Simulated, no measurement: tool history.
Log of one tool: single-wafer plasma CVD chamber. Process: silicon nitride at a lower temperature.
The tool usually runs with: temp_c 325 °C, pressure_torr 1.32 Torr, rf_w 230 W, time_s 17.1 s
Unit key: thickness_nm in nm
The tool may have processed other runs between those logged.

run	hour	temp_c	pressure_torr	rf_w	time_s	wafers since the last listed run	hours since the last thermocouple change	hours since the last RF generator calibration	hours since the last manometer calibration	hours since the showerhead was replaced	hours since the gauge calibration	read-back reference wafer on the same gauge, thickness_nm	thickness_nm
1	0	325	1.07	230	17.1	0	1192.5	1138.8	1289.5	7590.9	533.5	14.983	15.945
2	44.4	325	1.07	230	17.1	2157	1236.9	1183.2	1333.9	7635.3	577.9	15.03	16.072
3	100.3	317	1.16	230	17.1	2716	1292.8	1239.1	1389.8	7691.2	633.8	15.014	16.682
4	135.5	325	1.32	230	17.1	1710	1328	1274.3	1425	7726.4	669	14.99	17.464
5	198.4	325	1.32	230	17.1	3056	1390.9	1337.2	1487.9	7789.3	731.9	14.996	17.533
6	407.2	325	1.32	230	14.7	10145	1599.7	1546	1696.7	7998.1	940.7	15.023	15.161
7	474.1	325	1.32	230	14.7	3250	1666.6	1612.9	1763.6	8065	1007.6	14.998	15.125
8	507.3	325	1.32	230	17.1	1613	1699.8	1646.1	1796.8	8098.2	1040.8	14.986	17.505
9	544.9	325	1.32	230	17.1	1827	1737.4	1683.7	1834.4	8135.8	1078.4	15.004	17.748
10	593.6	325	1.32	230	17.1	2366	1786.1	1732.4	1883.1	8184.5	1127.1	14.996	17.55
11	657.6	325	1.32	230	17.1	3109	1850.1	1796.4	1947.1	8248.5	1191.1	15.014	17.429
12	685.2	325	1.32	230	17.1	1341	1877.7	1824	1974.7	8276.1	1218.7	14.982	17.63
# hour 754: gauge calibrated
13	754.8	325	1.32	200	18.3	3381	1947.3	1893.6	2044.3	8345.7	0.8	15.006	17.779
# hour 775.3: showerhead replaced
14	825.7	325	1.06	230	16	3056	2018.2	1964.5	2115.2	50.4	71.7	15.02	15.092
15	872.5	336	1.32	230	17.1	2274	2065	2011.3	2162	97.2	118.5	15.007	17.69
16	913.3	337	1.32	230	17.1	1982	2105.8	2052.1	2202.8	138	159.3	14.997	17.557
17	978.9	317	1.01	190	19.8	3187	2171.4	2117.7	2268.4	203.6	224.9	15.008	16.464
18	1004.2	325	1.32	230	17.1	1229	2196.7	2143	2293.7	228.9	250.2	15	17.682
19	1028.6	312	1.32	230	14	1185	2221.1	2167.4	2318.1	253.3	274.6	14.999	14.467
# hour 1080.3: capacitance manometer re-zeroed and calibrated
20	1142.8	325	1.32	230	17.1	5160	2335.3	2281.6	62.5	367.5	388.8	15.029	17.082
21	1178.4	325	1.32	230	17.1	1729	2370.9	2317.2	98.1	403.1	424.4	14.974	17.107
# hour 1203: thermocouple changed; heater temperature recalibrated
# hour 1216.7: RF generator calibrated
22	1219.6	325	1.32	255	17.1	1224	16.6	2.9	139.3	444.3	465.6	15.015	18.134
23	1273.9	325	1.32	230	17.1	2638	70.9	57.2	193.6	498.6	519.9	15.001	16.992
24	1303.3	325	1.32	230	17.1	1428	100.3	86.6	223	528	549.3	14.997	17.254
25	1356.5	325	1.13	250	19.7	2585	153.5	139.8	276.2	581.2	602.5	15.005	19.147
26	1421.3	325	1.07	230	17.1	3148	218.3	204.6	341	646	667.3	14.992	15.577
27	1492.9	325	1.15	230	17.1	3479	289.9	276.2	412.6	717.6	738.9	14.982	16.186
28	1539.9	334	1.15	190	17.1	2283	336.9	323.2	459.6	764.6	785.9	14.974	14.743

Each row is a separate what-if for the run after 28, all from the same tool condition, not one after another. Results?
A	1540.3	325	1.09	230	17.1	19	337.3	323.6	460	765	786.3	?	?
B	1540.3	320	1.32	195	17.1	19	337.3	323.6	460	765	786.3	?	?
C	1540.3	325	1.44	230	16	19	337.3	323.6	460	765	786.3	?	?
D	1540.3	325	1.62	230	17.1	19	337.3	323.6	460	765	786.3	?	?
E	1540.3	314	1.32	255	18.9	19	337.3	323.6	460	765	786.3	?	?

run	read-back reference wafer on the same gauge, thickness_nm	thickness_nm
A	14.996	15.786
B	14.996	15.91
C	14.996	16.68
D	14.996	18.627
E	14.996	20.063
With no hidden state in the tool, these same runs would have given:
run	thickness_nm
A	15.696
B	15.825
C	16.594
D	18.534
E	19.956

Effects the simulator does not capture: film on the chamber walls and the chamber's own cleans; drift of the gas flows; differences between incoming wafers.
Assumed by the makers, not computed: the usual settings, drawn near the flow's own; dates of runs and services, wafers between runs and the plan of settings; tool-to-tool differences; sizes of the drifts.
